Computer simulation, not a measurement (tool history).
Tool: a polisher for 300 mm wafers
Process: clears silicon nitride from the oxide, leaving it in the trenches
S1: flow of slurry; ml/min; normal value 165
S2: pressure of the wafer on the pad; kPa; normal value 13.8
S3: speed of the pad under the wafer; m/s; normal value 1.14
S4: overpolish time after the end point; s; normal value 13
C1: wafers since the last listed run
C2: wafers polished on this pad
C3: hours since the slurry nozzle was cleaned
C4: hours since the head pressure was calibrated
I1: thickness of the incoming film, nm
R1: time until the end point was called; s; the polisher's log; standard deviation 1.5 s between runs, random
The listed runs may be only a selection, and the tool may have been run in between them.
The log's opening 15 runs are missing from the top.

Run 16, hour 184.5: usual settings; C1 146; C2 635; C3 147.5; C4 22.8; I1 59.0. Result: R1 95.2 s.
Run 17, hour 201.8: usual settings but S2 12.4 kPa; C1 197; C2 832; C3 164.8; C4 40.1; I1 59.1. Result: R1 105.9 s.
Run 18, hour 213.1: usual settings but S1 125 ml/min; C1 128; C2 961; C3 176.1; C4 51.4; I1 59.6. Result: R1 111.3 s.
Run 19, hour 221.5: usual settings but S1 210 ml/min, S4 18 s; C1 95; C2 1057; C3 184.5; C4 59.8; I1 60.4. Result: R1 95.5 s.
At hour 228.0: worn pad replaced by a new one.
Run 20, hour 230.9: usual settings but S2 9.7 kPa; C1 61; C2 32; C3 193.9; C4 69.2; I1 60.0. Result: R1 148.7 s.
Run 21, hour 240.8: usual settings but S2 17.2 kPa, S3 1.04 m/s; C1 112; C2 145; C3 203.8; C4 79.1; I1 59.5. Result: R1 90.7 s.
At hour 251.6: slurry nozzle cleaned.
Run 22, hour 255.5: usual settings; C1 156; C2 302; C3 3.9; C4 93.8; I1 60.2. Result: R1 91.9 s.
Run 23, hour 292.3: usual settings; C1 419; C2 721; C3 40.7; C4 130.6; I1 59.3. Result: R1 92.8 s.
Run 24, hour 299.2: usual settings; C1 78; C2 800; C3 47.6; C4 137.5; I1 60.8. Result: R1 94.5 s.
At hour 326.0: worn pad replaced by a new one.
Run 25, hour 326.5: usual settings but S3 1.42 m/s; C1 265; C2 6; C3 74.9; C4 164.8; I1 59.9. Result: R1 75.0 s.
Run 26, hour 332.0: usual settings but S3 1.42 m/s; C1 62; C2 68; C3 80.4; C4 170.3; I1 59.8. Result: R1 74.6 s.
Run 27, hour 380.6: usual settings but S2 17.9 kPa, S3 0.82 m/s, S4 18 s; C1 554; C2 623; C3 129.0; C4 218.9; I1 59.1. Result: R1 99.9 s.
Run 28, hour 391.9: usual settings but S1 150 ml/min, S2 16.5 kPa; C1 128; C2 752; C3 140.3; C4 230.2; I1 59.1. Result: R1 81.2 s.
Run 29, hour 402.3: usual settings but S1 135 ml/min, S4 18 s; C1 118; C2 870; C3 150.7; C4 240.6; I1 60.1. Result: R1 104.1 s.
Run 30, hour 419.9: usual settings but S1 140 ml/min; C1 200; C2 1071; C3 168.3; C4 258.2; I1 60.8. Result: R1 105.2 s.
At hour 428.9: worn pad replaced by a new one.
Run 31, hour 432.8: usual settings but S1 140 ml/min, S2 11.0 kPa, S4 7 s; C1 101; C2 44; C3 181.2; C4 271.1; I1 60.5. Result: R1 137.7 s.
Run 32, hour 446.2: usual settings but S4 20 s; C1 152; C2 197; C3 194.6; C4 284.5; I1 58.9. Result: R1 102.1 s.
Run 33, hour 457.2: usual settings but S1 225 ml/min, S2 17.9 kPa, S3 1.02 m/s; C1 125; C2 323; C3 205.6; C4 295.5; I1 60.3. Result: R1 85.1 s.
Run 34, hour 463.6: usual settings but S1 190 ml/min, S2 12.4 kPa, S3 1.02 m/s, S4 15 s; C1 73; C2 396; C3 212.0; C4 301.9; I1 59.9. Result: R1 128.8 s.

5 options for the next run, each taken on its own from the tool as it stands now. Forecast them:
Run A, hour 464.1: usual settings; C1 5; C2 401; C3 212.5; C4 302.4; I1 59.3. Result: R1 ?.
Run B, hour 464.1: usual settings but S1 125 ml/min, S2 15.9 kPa, S3 1.44 m/s; C1 5; C2 401; C3 212.5; C4 302.4; I1 59.3. Result: R1 ?.
Run C, hour 464.1: usual settings but S1 220 ml/min, S2 16.5 kPa, S3 0.92 m/s, S4 7 s; C1 5; C2 401; C3 212.5; C4 302.4; I1 59.3. Result: R1 ?.
Run D, hour 464.1: usual settings but S1 130 ml/min, S2 12.4 kPa, S3 0.92 m/s, S4 6 s; C1 5; C2 401; C3 212.5; C4 302.4; I1 59.3. Result: R1 ?.
Run E, hour 464.1: usual settings but S1 120 ml/min, S4 19 s; C1 5; C2 401; C3 212.5; C4 302.4; I1 59.3. Result: R1 ?.

run     R1
  A  104.6
  B   80.1
  C   99.4
  D  157.5
  E  118.5
Without the tool's hidden state the same runs would have given:
run     R1
  A   88.9
  B   64.7
  C   87.9
  D  128.3
  E   95.0
